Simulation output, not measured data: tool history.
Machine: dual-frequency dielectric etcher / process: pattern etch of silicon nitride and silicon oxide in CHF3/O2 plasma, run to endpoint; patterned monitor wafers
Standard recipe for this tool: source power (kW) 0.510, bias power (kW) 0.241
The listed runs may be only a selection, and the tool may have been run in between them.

run,hour,source power (kW),bias power (kW),wafers since the last listed run,hours since the last wet clean,hours since the last source power generator calibration,hours since the last bias power generator calibration,hours since the last upper electrode change,"incoming incoming film thickness, nm",endpoint time (s)
1,0.0,0.560,0.241,0,189.2,1835.2,2947.4,4718.9,290.6,182.1
2,21.7,0.560,0.241,206,210.9,1856.9,2969.1,4740.6,289.5,180.3
3,43.3,0.570,0.265,205,232.5,1878.5,2990.7,4762.2,283.9,170.3
4,66.7,0.570,0.265,222,255.9,1901.9,3014.1,4785.6,290.5,174.0
5,82.6,0.570,0.265,151,271.8,1917.8,3030.0,4801.5,287.8,172.0
6,112.6,0.510,0.241,285,301.8,1947.8,3060.0,4831.5,289.1,188.5
7,128.7,0.510,0.241,153,317.9,1963.9,3076.1,4847.6,289.4,189.1
8,164.0,0.510,0.241,335,353.2,1999.2,3111.4,4882.9,287.8,187.4
9,178.9,0.510,0.241,141,368.1,2014.1,3126.3,4897.8,286.7,186.8
10,212.0,0.510,0.241,314,401.2,2047.2,3159.4,4930.9,287.4,187.8
11,243.2,0.510,0.241,296,432.4,2078.4,3190.6,4962.1,289.4,188.8
12,263.8,0.470,0.241,196,453.0,2099.0,3211.2,4982.7,290.3,196.5
13,281.5,0.470,0.241,168,470.7,2116.7,3228.9,5000.4,287.5,195.0
14,301.4,0.430,0.286,189,490.6,2136.6,3248.8,5020.3,288.2,190.6
15,331.7,0.510,0.199,288,520.9,2166.9,3279.1,5050.6,289.4,203.6
16,365.9,0.610,0.206,325,555.1,2201.1,3313.3,5084.8,292.2,186.8
17,393.0,0.420,0.265,257,582.2,2228.2,3340.4,5111.9,288.4,199.8
# hour 431.2: wet clean of the chamber
18,431.7,0.510,0.241,139,0.5,2266.9,3379.1,5150.6,288.2,191.0
19,445.6,0.410,0.221,132,14.4,2280.8,3393.0,5164.5,289.9,218.4
# hour 477.8: bias power generator calibrated
# hour 503.5: upper electrode replaced
20,504.0,0.510,0.241,289,72.8,2339.2,26.2,0.5,289.6,193.0
21,522.5,0.420,0.274,176,91.3,2357.7,44.7,19.0,290.5,199.7
22,539.3,0.510,0.241,159,108.1,2374.5,61.5,35.8,287.8,191.6
23,570.5,0.510,0.241,296,139.3,2405.7,92.7,67.0,288.2,192.0
24,588.6,0.420,0.281,172,157.4,2423.8,110.8,85.1,286.2,195.2
25,603.2,0.630,0.241,138,172.0,2438.4,125.4,99.7,290.1,176.8
# hour 608.9: source power generator calibrated
26,618.5,0.390,0.300,107,187.3,9.6,140.7,115.0,288.5,198.5
27,640.5,0.580,0.260,209,209.3,31.6,162.7,137.0,289.5,177.5
28,655.8,0.510,0.241,145,224.6,46.9,178.0,152.3,291.3,194.9
# hour 686.2: wet clean of the chamber, repeated, since the last time left the tool worse
29,686.7,0.510,0.195,65,0.5,77.8,208.9,183.2,288.0,201.1
30,706.5,0.630,0.301,188,20.3,97.6,228.7,203.0,287.7,156.1
31,720.3,0.510,0.241,131,34.1,111.4,242.5,216.8,289.0,188.1
32,742.9,0.510,0.241,215,56.7,134.0,265.1,239.4,288.3,186.3
33,764.4,0.560,0.241,204,78.2,155.5,286.6,260.9,288.0,179.7
34,795.4,0.590,0.274,295,109.2,186.5,317.6,291.9,289.6,168.2
35,823.2,0.400,0.285,264,137.0,214.3,345.4,319.7,285.2,192.4

What if the next run were any one of these 4? Each begins from the tool's condition after run 35:
A,823.7,0.510,0.241,4,137.5,214.8,345.9,320.2,287.1,?
B,823.7,0.440,0.199,4,137.5,214.8,345.9,320.2,287.1,?
C,823.7,0.400,0.266,4,137.5,214.8,345.9,320.2,287.1,?
D,823.7,0.630,0.278,4,137.5,214.8,345.9,320.2,287.1,?

run,endpoint time (s)
A,187.6
B,214.5
C,200.8
D,162.8
With the hidden condition removed and each run's random variation left untouched, the same runs would have given:
run,endpoint time (s)
A,186.7
B,213.5
C,199.8
D,162.0
